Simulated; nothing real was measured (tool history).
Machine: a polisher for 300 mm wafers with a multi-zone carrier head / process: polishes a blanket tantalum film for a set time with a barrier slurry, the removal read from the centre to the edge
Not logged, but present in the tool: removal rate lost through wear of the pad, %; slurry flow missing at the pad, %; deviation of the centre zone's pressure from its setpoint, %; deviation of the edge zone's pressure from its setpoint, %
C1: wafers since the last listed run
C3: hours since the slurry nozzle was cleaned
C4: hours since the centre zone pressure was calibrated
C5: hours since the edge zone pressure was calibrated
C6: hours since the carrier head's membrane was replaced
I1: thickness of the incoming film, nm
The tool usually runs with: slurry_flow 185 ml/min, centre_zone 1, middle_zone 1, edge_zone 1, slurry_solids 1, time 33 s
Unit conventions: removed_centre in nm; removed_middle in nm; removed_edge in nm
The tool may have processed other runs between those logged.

Run 1, hour 0: usual settings; C1 0; wafers polished on this pad 381; C3 752.4; C4 610.1; C5 959.3; C6 641.3; I1 457.8. Result: removed_centre 39 nm, removed_middle 39.6 nm, removed_edge 40.1 nm.
At hour 8: edge zone pressure recalibrated.
At hour 24.1: carrier head's membrane replaced by a new one.
Run 2, hour 27.8: usual settings but slurry_flow 150 ml/min, edge_zone 1.08, slurry_solids 1.1; C1 126; wafers polished on this pad 507; C3 780.2; C4 637.9; C5 19.8; C6 3.7; I1 457.9. Result: removed_centre 38 nm, removed_middle 38.7 nm, removed_edge 40.1 nm.
Run 3, hour 37.5: usual settings but slurry_flow 145 ml/min, middle_zone 1.06, edge_zone 0.93; C1 59; wafers polished on this pad 566; C3 789.9; C4 647.6; C5 29.5; C6 13.4; I1 460.1. Result: removed_centre 36.9 nm, removed_middle 37.9 nm, removed_edge 37 nm.
Run 4, hour 49: usual settings; C1 69; wafers polished on this pad 636; C3 801.4; C4 659.1; C5 41; C6 24.9; I1 463.7. Result: removed_centre 38 nm, removed_middle 39.3 nm, removed_edge 39.3 nm.
Run 5, hour 97.4: usual settings; C1 294; wafers polished on this pad 931; C3 849.8; C4 707.5; C5 89.4; C6 73.3; I1 460.7. Result: removed_centre 38.4 nm, removed_middle 39.1 nm, removed_edge 38.9 nm.
At hour 98.8: slurry nozzle cleaned.
Run 6, hour 107.4: usual settings but slurry_flow 120 ml/min, time 38 s; C1 54; wafers polished on this pad 985; C3 8.6; C4 717.5; C5 99.4; C6 83.3; I1 462.6. Result: removed_centre 31.6 nm, removed_middle 32.5 nm, removed_edge 37.4 nm.
Run 7, hour 118.6: usual settings but centre_zone 1.11; C1 68; wafers polished on this pad 1054; C3 19.8; C4 728.7; C5 110.6; C6 94.5; I1 460.5. Result: removed_centre 37.9 nm, removed_middle 34.3 nm, removed_edge 35.8 nm.
At hour 132.1: centre zone pressure recalibrated.
Run 8, hour 135.5: usual settings but slurry_flow 205 ml/min, edge_zone 0.95; C1 90; wafers polished on this pad 1144; C3 36.7; C4 3.4; C5 127.5; C6 111.4; I1 462.2. Result: removed_centre 35.2 nm, removed_middle 35.8 nm, removed_edge 35.7 nm.
Run 9, hour 151.5: usual settings but time 42 s; C1 97; wafers polished on this pad 1242; C3 52.7; C4 19.4; C5 143.5; C6 127.4; I1 463.8. Result: removed_centre 42.2 nm, removed_middle 43.8 nm, removed_edge 46.1 nm.
At hour 160.9: worn pad replaced by a new one.
Run 10, hour 161.4: usual settings but slurry_flow 165 ml/min, edge_zone 0.96, time 41 s; C1 35; wafers polished on this pad 3; C3 62.6; C4 29.3; C5 153.4; C6 137.3; I1 461.7. Result: removed_centre 39.3 nm, removed_middle 40.7 nm, removed_edge 42.3 nm.
Run 11, hour 174.3: usual settings but slurry_flow 150 ml/min; C1 78; wafers polished on this pad 81; C3 75.5; C4 42.2; C5 166.3; C6 150.2; I1 465. Result: removed_centre 29.1 nm, removed_middle 31.8 nm, removed_edge 34.2 nm.
Run 12, hour 190.6: usual settings but middle_zone 1.12, edge_zone 1.08, time 26 s; C1 99; wafers polished on this pad 180; C3 91.8; C4 58.5; C5 182.6; C6 166.5; I1 459.3. Result: removed_centre 26.1 nm, removed_middle 29.3 nm, removed_edge 29.6 nm.
At hour 202.4: slurry nozzle cleaned, repeated, since the last time left the tool worse.
Run 13, hour 207.9: usual settings but centre_zone 0.96; C1 99; wafers polished on this pad 279; C3 5.5; C4 75.8; C5 199.9; C6 183.8; I1 469.5. Result: removed_centre 39.2 nm, removed_middle 41.8 nm, removed_edge 40.7 nm.
Run 14, hour 218: usual settings but middle_zone 1.09, slurry_solids 1.25; C1 61; wafers polished on this pad 341; C3 15.6; C4 85.9; C5 210; C6 193.9; I1 457.6. Result: removed_centre 43.5 nm, removed_middle 48.2 nm, removed_edge 43.1 nm.

Run 15, settings as shown, results not yet in. Your forecast:
Run 15, hour 224.9: usual settings but slurry_flow 250 ml/min, time 37 s; C1 41; wafers polished on this pad 383; C3 22.5; C4 92.8; C5 216.9; C6 200.8; I1 457.7. Result: removed_centre ?, removed_middle ?, removed_edge ?.

removed_centre: 48.3 nm
removed_middle: 48.6 nm
removed_edge: 46.6 nm
If the tool had no hidden condition, the same run with the same run-to-run variation would have returned removed_centre 48.6 nm, removed_middle 48.9 nm, removed_edge 46.8 nm.
